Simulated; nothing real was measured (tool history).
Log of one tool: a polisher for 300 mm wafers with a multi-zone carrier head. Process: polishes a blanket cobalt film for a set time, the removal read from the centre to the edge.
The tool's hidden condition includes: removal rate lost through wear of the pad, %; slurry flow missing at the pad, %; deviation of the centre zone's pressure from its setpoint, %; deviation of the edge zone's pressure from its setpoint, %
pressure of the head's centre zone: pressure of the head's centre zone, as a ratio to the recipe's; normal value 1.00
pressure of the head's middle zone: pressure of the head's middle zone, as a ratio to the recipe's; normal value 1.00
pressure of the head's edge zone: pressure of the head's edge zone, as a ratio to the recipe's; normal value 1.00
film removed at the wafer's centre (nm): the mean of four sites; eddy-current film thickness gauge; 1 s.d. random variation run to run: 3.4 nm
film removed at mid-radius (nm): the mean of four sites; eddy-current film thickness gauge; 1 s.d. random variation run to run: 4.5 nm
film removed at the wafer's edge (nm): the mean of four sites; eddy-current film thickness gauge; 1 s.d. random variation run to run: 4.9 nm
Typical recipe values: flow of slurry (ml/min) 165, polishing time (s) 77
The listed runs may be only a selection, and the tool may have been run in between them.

run	hour	flow of slurry (ml/min)	pressure of the head's centre zone	pressure of the head's middle zone	pressure of the head's edge zone	polishing time (s)	wafers since the last listed run	wafers polished on this pad	hours since the slurry nozzle was cleaned	hours since the centre zone pressure was calibrated	hours since the edge zone pressure was calibrated	hours since the carrier head's membrane was replaced	incoming thickness of the incoming film, nm	film removed at the wafer's centre (nm)	film removed at mid-radius (nm)	film removed at the wafer's edge (nm)
1	0.0	165	1.00	1.00	1.00	77	0	642	102.7	838.5	502.4	1035.6	1333.4	362.3	401.4	399.0
2	16.2	165	1.00	1.00	1.00	77	193	835	118.9	854.7	518.6	1051.8	1353.1	362.7	401.4	394.2
3	51.0	165	1.00	1.00	1.00	77	416	1252	153.7	889.5	553.4	1086.6	1355.8	365.2	400.4	391.5
4	71.3	165	1.00	1.00	1.00	77	242	1494	174.0	909.8	573.7	1106.9	1369.1	361.9	405.8	389.7
# hour 96.5: worn pad replaced by a new one
5	101.9	165	1.00	1.00	1.00	77	318	64	204.6	940.4	604.3	1137.5	1370.6	363.9	403.1	406.4
6	136.6	165	1.00	1.00	1.00	77	414	479	239.3	975.1	639.0	1172.2	1350.5	364.5	396.5	392.2
7	168.8	150	0.95	1.00	1.00	53	385	864	271.5	1007.3	671.2	1204.4	1323.1	228.4	273.7	276.6
8	187.2	165	1.00	1.00	1.00	77	220	1084	289.9	1025.7	689.6	1222.8	1338.2	363.5	410.8	392.3
9	208.1	210	1.00	1.00	0.89	61	249	1334	310.8	1046.6	710.5	1243.7	1370.2	295.3	333.8	306.4
# hour 226.1: centre zone pressure recalibrated
# hour 246.3: worn pad replaced by a new one
10	286.3	165	1.09	1.00	0.93	77	863	478	389.0	60.2	788.7	1321.9	1347.3	426.1	395.8	389.1
# hour 310.2: edge zone pressure recalibrated
11	318.1	205	1.06	0.90	1.00	77	356	834	420.8	92.0	7.9	1353.7	1348.7	438.8	383.1	414.3
12	345.7	115	0.94	1.00	1.06	89	330	1164	448.4	119.6	35.5	1381.3	1348.6	375.1	419.5	431.3
# hour 352.7: carrier head's membrane replaced by a new one
13	358.2	165	1.00	1.00	1.00	77	89	1254	460.9	132.1	48.0	5.5	1347.2	395.7	404.3	392.9
14	370.3	150	1.00	1.00	1.00	77	144	1398	473.0	144.2	60.1	17.6	1328.3	383.9	390.7	390.0
# hour 383.3: slurry nozzle cleaned
15	390.5	165	1.00	1.00	1.00	77	229	1628	7.2	164.4	80.3	37.8	1355.4	390.7	395.4	396.8
# hour 418.8: worn pad replaced by a new one
16	425.4	165	1.00	1.00	1.00	52	369	78	42.1	199.3	115.2	72.7	1367.3	265.9	267.3	270.3

Run 17, settings as shown, results not yet in. Your forecast:
17	443.2	130	1.00	0.89	0.90	102	212	291	59.9	217.1	133.0	90.5	1353.5	?	?	?

film removed at the wafer's centre (nm): 486.9
film removed at mid-radius (nm): 456.1
film removed at the wafer's edge (nm): 471.4
Minus the tool's unlogged condition, the same run would have read film removed at the wafer's centre (nm) 496.1, film removed at mid-radius (nm) 456.1, film removed at the wafer's edge (nm) 471.4.
